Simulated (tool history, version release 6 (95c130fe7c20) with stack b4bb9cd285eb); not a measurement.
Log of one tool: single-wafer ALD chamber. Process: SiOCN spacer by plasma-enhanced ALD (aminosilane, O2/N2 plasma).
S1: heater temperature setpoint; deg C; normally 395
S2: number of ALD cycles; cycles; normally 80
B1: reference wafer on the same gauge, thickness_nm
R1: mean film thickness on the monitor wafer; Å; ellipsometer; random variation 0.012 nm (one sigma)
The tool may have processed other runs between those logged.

Run 1, hour 0.0: usual settings but S2 86 cycles; B1 5.177. Result: R1 52.14 Å.
Run 2, hour 76.5: usual settings but S2 86 cycles; B1 5.175. Result: R1 51.87 Å.
Run 3, hour 172.7: usual settings but S1 389 deg C, S2 74 cycles; B1 5.189. Result: R1 44.94 Å.
Run 4, hour 272.3: usual settings; B1 5.179. Result: R1 48.46 Å.
Run 5, hour 491.7: usual settings; B1 5.179. Result: R1 48.38 Å.
Run 6, hour 559.5: usual settings; B1 5.183. Result: R1 48.29 Å.
Run 7, hour 643.1: usual settings; B1 5.186. Result: R1 48.34 Å.
Run 8, hour 706.5: usual settings; B1 5.182. Result: R1 48.38 Å.
Run 9, hour 747.6: usual settings; B1 5.183. Result: R1 48.22 Å.
Run 10, hour 898.4: usual settings; B1 5.180. Result: R1 48.37 Å.
Run 11, hour 936.0: usual settings but S2 74 cycles; B1 5.175. Result: R1 44.52 Å.
Run 12, hour 1021.9: usual settings but S2 74 cycles; B1 5.177. Result: R1 44.80 Å.
At hour 1061.4: gauge calibrated.
Run 13, hour 1105.8: usual settings but S1 387 deg C, S2 85 cycles; B1 5.182. Result: R1 51.03 Å.
Run 14, hour 1163.1: usual settings but S1 400 deg C; B1 5.177. Result: R1 48.19 Å.
Run 15, hour 1238.6: usual settings but S1 388 deg C, S2 69 cycles; B1 5.179. Result: R1 41.82 Å.
At hour 1313.3: thermocouple changed; heater temperature recalibrated.
Run 16, hour 1340.8: usual settings but S1 402 deg C; B1 5.183. Result: R1 47.98 Å.
Run 17, hour 1444.0: usual settings but S1 382 deg C, S2 89 cycles; B1 5.182. Result: R1 53.48 Å.
Run 18, hour 1523.5: usual settings; B1 5.183. Result: R1 48.39 Å.
Run 19, hour 1592.5: usual settings; B1 5.181. Result: R1 48.48 Å.
Run 20, hour 1677.0: usual settings; B1 5.183. Result: R1 48.42 Å.

Run 21 comes next. What will it give?
Run 21, hour 1743.5: usual settings but S2 87 cycles; B1 ?. Result: R1 ?.

Run 21 gave B1 5.175, R1 52.60 Å.
The same run, on a tool lacking any hidden state, would have yielded R1 52.60 Å.

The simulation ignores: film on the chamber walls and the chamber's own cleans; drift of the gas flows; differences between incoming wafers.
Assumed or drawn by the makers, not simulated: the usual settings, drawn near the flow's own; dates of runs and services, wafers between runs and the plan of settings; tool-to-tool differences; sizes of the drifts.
